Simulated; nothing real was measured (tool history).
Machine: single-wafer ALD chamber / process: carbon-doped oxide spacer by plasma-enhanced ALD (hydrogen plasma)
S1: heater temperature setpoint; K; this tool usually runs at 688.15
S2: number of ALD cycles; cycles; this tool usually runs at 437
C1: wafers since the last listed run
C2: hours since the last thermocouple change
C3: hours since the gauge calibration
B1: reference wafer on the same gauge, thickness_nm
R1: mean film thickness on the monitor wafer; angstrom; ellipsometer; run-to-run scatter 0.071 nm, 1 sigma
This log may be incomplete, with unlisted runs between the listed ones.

run 1 hour=0 | S1=688.15 S2=390 | C1=0 C2=1418.4 C3=105.3 | B1=23.1 | R1=181.12
run 2 hour=28.2 | S1=688.15 S2=390 | C1=18 C2=1446.6 C3=133.5 | B1=23.136 | R1=178.75
run 3 hour=71.1 | S1=688.15 S2=390 | C1=28 C2=1489.5 C3=176.4 | B1=23.108 | R1=180.57
run 4 hour=116.9 | S1=688.15 S2=437 | C1=30 C2=1535.3 C3=222.2 | B1=23.081 | R1=200.84
run 5 hour=141.5 | S1=688.15 S2=437 | C1=16 C2=1559.9 C3=246.8 | B1=23.117 | R1=202.5
-- hour=158.5 thermocouple changed; heater temperature recalibrated
run 6 hour=172.1 | S1=688.15 S2=371 | C1=14 C2=13.6 C3=277.4 | B1=23.111 | R1=173.96
run 7 hour=198.5 | S1=688.15 S2=371 | C1=17 C2=40 C3=303.8 | B1=23.13 | R1=174.62
run 8 hour=253.9 | S1=688.15 S2=371 | C1=36 C2=95.4 C3=359.2 | B1=23.113 | R1=174.1
run 9 hour=463.2 | S1=682.15 S2=437 | C1=138 C2=304.7 C3=568.5 | B1=23.065 | R1=208.2
run 10 hour=609.9 | S1=688.15 S2=437 | C1=97 C2=451.4 C3=715.2 | B1=23.116 | R1=204.69
run 11 hour=659.7 | S1=688.15 S2=437 | C1=33 C2=501.2 C3=765 | B1=23.098 | R1=204.79
run 12 hour=697.3 | S1=688.15 S2=437 | C1=24 C2=538.8 C3=802.6 | B1=23.098 | R1=204.08
run 13 hour=755.1 | S1=688.15 S2=437 | C1=38 C2=596.6 C3=860.4 | B1=23.078 | R1=203.94
run 14 hour=802 | S1=688.15 S2=437 | C1=31 C2=643.5 C3=907.3 | B1=23.089 | R1=203.95
run 15 hour=873 | S1=688.15 S2=391 | C1=47 C2=714.5 C3=978.3 | B1=23.086 | R1=182.34
run 16 hour=932.9 | S1=688.15 S2=385 | C1=39 C2=774.4 C3=1038.2 | B1=23.1 | R1=180.46
run 17 hour=968.9 | S1=688.15 S2=385 | C1=23 C2=810.4 C3=1074.2 | B1=23.113 | R1=179.39
run 18 hour=1005.2 | S1=688.15 S2=437 | C1=24 C2=846.7 C3=1110.5 | B1=23.089 | R1=203.35
run 19 hour=1052.9 | S1=688.15 S2=437 | C1=31 C2=894.4 C3=1158.2 | B1=23.082 | R1=202.37
run 20 hour=1113.8 | S1=688.15 S2=437 | C1=40 C2=955.3 C3=1219.1 | B1=23.101 | R1=204.3
run 21 hour=1182.8 | S1=688.15 S2=437 | C1=45 C2=1024.3 C3=1288.1 | B1=23.106 | R1=202.26
run 22 hour=1270.5 | S1=688.15 S2=390 | C1=58 C2=1112 C3=1375.8 | B1=23.078 | R1=181.89
run 23 hour=1454.9 | S1=695.15 S2=399 | C1=122 C2=1296.4 C3=1560.2 | B1=23.11 | R1=182.17
run 24 hour=1484.7 | S1=688.15 S2=437 | C1=19 C2=1326.2 C3=1590 | B1=23.092 | R1=201.3
run 25 hour=1520.3 | S1=699.15 S2=437 | C1=23 C2=1361.8 C3=1625.6 | B1=23.1 | R1=195.83
run 26 hour=1576.2 | S1=688.15 S2=384 | C1=37 C2=1417.7 C3=1681.5 | B1=23.091 | R1=177.33
run 27 hour=1609.7 | S1=698.15 S2=352 | C1=22 C2=1451.2 C3=1715 | B1=23.123 | R1=158.61
run 28 hour=1656.6 | S1=688.15 S2=497 | C1=31 C2=1498.1 C3=1761.9 | B1=23.1 | R1=230.09
run 29 hour=1690.6 | S1=688.15 S2=437 | C1=22 C2=1532.1 C3=1795.9 | B1=23.11 | R1=201.79
-- hour=1746.5 thermocouple changed; heater temperature recalibrated
run 30 hour=1747.7 | S1=688.15 S2=407 | C1=32 C2=1.2 C3=1853 | B1=23.083 | R1=190.53
run 31 hour=1790.9 | S1=683.15 S2=360 | C1=28 C2=44.4 C3=1896.2 | B1=23.116 | R1=171.09
run 32 hour=1844.8 | S1=679.15 S2=484 | C1=35 C2=98.3 C3=1950.1 | B1=23.07 | R1=233.92
-- hour=1873.3 gauge calibrated
run 33 hour=1881.9 | S1=698.15 S2=437 | C1=24 C2=135.4 C3=8.6 | B1=23.104 | R1=197.66
run 34 hour=1949.3 | S1=688.15 S2=437 | C1=44 C2=202.8 C3=76 | B1=23.124 | R1=204.27
run 35 hour=2013.1 | S1=688.15 S2=477 | C1=42 C2=266.6 C3=139.8 | B1=23.13 | R1=222.78
run 36 hour=2188.2 | S1=676.15 S2=496 | C1=116 C2=441.7 C3=314.9 | B1=23.079 | R1=238.7
run 37 hour=2251 | S1=681.15 S2=359 | C1=41 C2=504.5 C3=377.7 | B1=23.087 | R1=171.22
run 38 hour=2321.8 | S1=688.15 S2=437 | C1=46 C2=575.3 C3=448.5 | B1=23.122 | R1=203.86
run 39 hour=2389.3 | S1=702.15 S2=402 | C1=44 C2=642.8 C3=516 | B1=23.099 | R1=179.9
run 40 hour=2429.5 | S1=684.15 S2=414 | C1=26 C2=683 C3=556.2 | B1=23.11 | R1=194.8
run 41 hour=2495.6 | S1=681.15 S2=480 | C1=43 C2=749.1 C3=622.3 | B1=23.106 | R1=226.03
run 42 hour=2536.7 | S1=688.15 S2=437 | C1=27 C2=790.2 C3=663.4 | B1=23.106 | R1=203.39
run 43 hour=2584.1 | S1=674.15 S2=437 | C1=31 C2=837.6 C3=710.8 | B1=23.089 | R1=210.08

Branching from run 43: 3 alternative next runs. What would each branch give?
run A hour=2585.2 | S1=701.15 S2=437 | C1=0 C2=838.7 C3=711.9 | B1=? | R1=?
run B hour=2585.2 | S1=677.15 S2=437 | C1=0 C2=838.7 C3=711.9 | B1=? | R1=?
run C hour=2585.2 | S1=688.15 S2=494 | C1=0 C2=838.7 C3=711.9 | B1=? | R1=?

run=A B1=23.111 R1=195.88
run=B B1=23.111 R1=209.98
run=C B1=23.111 R1=230.06
With the hidden condition removed and each run's random variation left untouched, the same runs would have given:
run=A R1=197.99
run=B R1=212.08
run=C R1=232.44
